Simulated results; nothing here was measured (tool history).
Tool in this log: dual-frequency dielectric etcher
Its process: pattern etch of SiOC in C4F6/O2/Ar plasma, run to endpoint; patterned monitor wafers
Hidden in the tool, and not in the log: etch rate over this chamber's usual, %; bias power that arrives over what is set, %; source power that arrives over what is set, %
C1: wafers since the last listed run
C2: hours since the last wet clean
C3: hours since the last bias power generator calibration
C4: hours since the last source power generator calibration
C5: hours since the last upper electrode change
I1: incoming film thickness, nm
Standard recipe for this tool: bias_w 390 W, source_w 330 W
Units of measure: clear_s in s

{"run": 1, "hour": 0.0, "bias_w": 390, "source_w": 330, "C1": 0, "C2": 353.4, "C3": 2930, "C4": 4173.8, "C5": 1798.2, "I1": 33.2, "clear_s": 12.1}
{"run": 2, "hour": 19.9, "bias_w": 390, "source_w": 380, "C1": 314, "C2": 373.3, "C3": 2949.9, "C4": 4193.7, "C5": 1818.1, "I1": 33, "clear_s": 11.3}
{"hour": 67.7, "done": "wet clean of the chamber"}
{"run": 3, "hour": 68.2, "bias_w": 390, "source_w": 380, "C1": 383, "C2": 0.5, "C3": 2998.2, "C4": 4242, "C5": 1866.4, "I1": 33.44, "clear_s": 12}
{"run": 4, "hour": 76.7, "bias_w": 390, "source_w": 380, "C1": 134, "C2": 9, "C3": 3006.7, "C4": 4250.5, "C5": 1874.9, "I1": 33.02, "clear_s": 11.9}
{"run": 5, "hour": 90.6, "bias_w": 445, "source_w": 330, "C1": 219, "C2": 22.9, "C3": 3020.6, "C4": 4264.4, "C5": 1888.8, "I1": 32.74, "clear_s": 11.9}
{"run": 6, "hour": 124.1, "bias_w": 390, "source_w": 330, "C1": 529, "C2": 56.4, "C3": 3054.1, "C4": 4297.9, "C5": 1922.3, "I1": 32.93, "clear_s": 12.4}
{"run": 7, "hour": 156.8, "bias_w": 390, "source_w": 330, "C1": 516, "C2": 89.1, "C3": 3086.8, "C4": 4330.6, "C5": 1955, "I1": 33.15, "clear_s": 12.4}
{"run": 8, "hour": 190.7, "bias_w": 390, "source_w": 330, "C1": 535, "C2": 123, "C3": 3120.7, "C4": 4364.5, "C5": 1988.9, "I1": 33.02, "clear_s": 12.3}
{"run": 9, "hour": 216.8, "bias_w": 390, "source_w": 330, "C1": 412, "C2": 149.1, "C3": 3146.8, "C4": 4390.6, "C5": 2015, "I1": 33.25, "clear_s": 12.4}
{"run": 10, "hour": 235.1, "bias_w": 390, "source_w": 330, "C1": 289, "C2": 167.4, "C3": 3165.1, "C4": 4408.9, "C5": 2033.3, "I1": 32.95, "clear_s": 12.2}
{"run": 11, "hour": 291.4, "bias_w": 348, "source_w": 280, "C1": 889, "C2": 223.7, "C3": 3221.4, "C4": 4465.2, "C5": 2089.6, "I1": 32.99, "clear_s": 13.3}
{"run": 12, "hour": 307.7, "bias_w": 454, "source_w": 330, "C1": 257, "C2": 240, "C3": 3237.7, "C4": 4481.5, "C5": 2105.9, "I1": 32.79, "clear_s": 11.5}
{"run": 13, "hour": 333.9, "bias_w": 454, "source_w": 330, "C1": 414, "C2": 266.2, "C3": 3263.9, "C4": 4507.7, "C5": 2132.1, "I1": 33.31, "clear_s": 11.7}
{"run": 14, "hour": 358.7, "bias_w": 390, "source_w": 270, "C1": 391, "C2": 291, "C3": 3288.7, "C4": 4532.5, "C5": 2156.9, "I1": 32.94, "clear_s": 12.9}
{"run": 15, "hour": 385.3, "bias_w": 390, "source_w": 330, "C1": 420, "C2": 317.6, "C3": 3315.3, "C4": 4559.1, "C5": 2183.5, "I1": 33.18, "clear_s": 12.1}
{"hour": 434.6, "done": "upper electrode replaced"}
{"hour": 472.2, "done": "wet clean of the chamber"}
{"run": 16, "hour": 472.7, "bias_w": 390, "source_w": 330, "C1": 622, "C2": 0.5, "C3": 3402.7, "C4": 4646.5, "C5": 38.1, "I1": 33.29, "clear_s": 12.5}
{"hour": 489.1, "done": "bias power generator calibrated"}
{"run": 17, "hour": 489.6, "bias_w": 390, "source_w": 350, "C1": 203, "C2": 17.4, "C3": 0.5, "C4": 4663.4, "C5": 55, "I1": 32.95, "clear_s": 12.1}
{"run": 18, "hour": 516.9, "bias_w": 445, "source_w": 330, "C1": 431, "C2": 44.7, "C3": 27.8, "C4": 4690.7, "C5": 82.3, "I1": 32.9, "clear_s": 11.9}
{"run": 19, "hour": 551.1, "bias_w": 390, "source_w": 330, "C1": 540, "C2": 78.9, "C3": 62, "C4": 4724.9, "C5": 116.5, "I1": 32.86, "clear_s": 12.3}
{"run": 20, "hour": 567.0, "bias_w": 340, "source_w": 370, "C1": 251, "C2": 94.8, "C3": 77.9, "C4": 4740.8, "C5": 132.4, "I1": 33.47, "clear_s": 12.5}
{"run": 21, "hour": 588.3, "bias_w": 323, "source_w": 410, "C1": 336, "C2": 116.1, "C3": 99.2, "C4": 4762.1, "C5": 153.7, "I1": 32.98, "clear_s": 12}
{"run": 22, "hour": 605.4, "bias_w": 390, "source_w": 330, "C1": 270, "C2": 133.2, "C3": 116.3, "C4": 4779.2, "C5": 170.8, "I1": 32.91, "clear_s": 12.2}
{"run": 23, "hour": 629.6, "bias_w": 292, "source_w": 290, "C1": 382, "C2": 157.4, "C3": 140.5, "C4": 4803.4, "C5": 195, "I1": 33.17, "clear_s": 13.9}
{"run": 24, "hour": 651.4, "bias_w": 344, "source_w": 260, "C1": 344, "C2": 179.2, "C3": 162.3, "C4": 4825.2, "C5": 216.8, "I1": 33.03, "clear_s": 13.8}
{"run": 25, "hour": 667.4, "bias_w": 467, "source_w": 270, "C1": 252, "C2": 195.2, "C3": 178.3, "C4": 4841.2, "C5": 232.8, "I1": 32.89, "clear_s": 12.3}
{"hour": 687.0, "done": "source power generator calibrated"}
{"run": 26, "hour": 688.3, "bias_w": 436, "source_w": 330, "C1": 267, "C2": 216.1, "C3": 199.2, "C4": 1.3, "C5": 253.7, "I1": 33.27, "clear_s": 11.9}
{"run": 27, "hour": 715.5, "bias_w": 319, "source_w": 400, "C1": 429, "C2": 243.3, "C3": 226.4, "C4": 28.5, "C5": 280.9, "I1": 33.03, "clear_s": 11.9}
{"run": 28, "hour": 728.9, "bias_w": 348, "source_w": 280, "C1": 211, "C2": 256.7, "C3": 239.8, "C4": 41.9, "C5": 294.3, "I1": 32.92, "clear_s": 13.2}
{"run": 29, "hour": 761.4, "bias_w": 354, "source_w": 370, "C1": 513, "C2": 289.2, "C3": 272.3, "C4": 74.4, "C5": 326.8, "I1": 32.92, "clear_s": 11.9}
{"run": 30, "hour": 786.2, "bias_w": 390, "source_w": 330, "C1": 391, "C2": 314, "C3": 297.1, "C4": 99.2, "C5": 351.6, "I1": 33.3, "clear_s": 12.1}
{"hour": 832.6, "done": "wet clean of the chamber"}
{"run": 31, "hour": 833.1, "bias_w": 390, "source_w": 330, "C1": 361, "C2": 0.5, "C3": 344, "C4": 146.1, "C5": 398.5, "I1": 32.92, "clear_s": 12.3}
{"run": 32, "hour": 833.4, "bias_w": 390, "source_w": 360, "C1": 4, "C2": 0.8, "C3": 344.3, "C4": 146.4, "C5": 398.8, "I1": 32.85, "clear_s": 12}
{"run": 33, "hour": 857.4, "bias_w": 423, "source_w": 290, "C1": 379, "C2": 24.8, "C3": 368.3, "C4": 170.4, "C5": 422.8, "I1": 32.92, "clear_s": 12.6}
{"run": 34, "hour": 890.4, "bias_w": 479, "source_w": 380, "C1": 521, "C2": 57.8, "C3": 401.3, "C4": 203.4, "C5": 455.8, "I1": 33.26, "clear_s": 11.1}

5 ways to go on from here, each from the tool as it stands after run 34. What would each give?
{"run": "A", "hour": 890.8, "bias_w": 390, "source_w": 330, "C1": 6, "C2": 58.2, "C3": 401.7, "C4": 203.8, "C5": 456.2, "I1": 33.48, "clear_s": "?"}
{"run": "B", "hour": 890.8, "bias_w": 390, "source_w": 260, "C1": 6, "C2": 58.2, "C3": 401.7, "C4": 203.8, "C5": 456.2, "I1": 33.48, "clear_s": "?"}
{"run": "C", "hour": 890.8, "bias_w": 469, "source_w": 380, "C1": 6, "C2": 58.2, "C3": 401.7, "C4": 203.8, "C5": 456.2, "I1": 33.48, "clear_s": "?"}
{"run": "D", "hour": 890.8, "bias_w": 390, "source_w": 300, "C1": 6, "C2": 58.2, "C3": 401.7, "C4": 203.8, "C5": 456.2, "I1": 33.48, "clear_s": "?"}
{"run": "E", "hour": 890.8, "bias_w": 479, "source_w": 330, "C1": 6, "C2": 58.2, "C3": 401.7, "C4": 203.8, "C5": 456.2, "I1": 33.48, "clear_s": "?"}

run=A clear_s=12.5
run=B clear_s=13.6
run=C clear_s=11.2
run=D clear_s=12.9
run=E clear_s=11.7
With no hidden state in the tool, these same runs would have given:
run=A clear_s=12.6
run=B clear_s=13.7
run=C clear_s=11.4
run=D clear_s=13.1
run=E clear_s=11.9
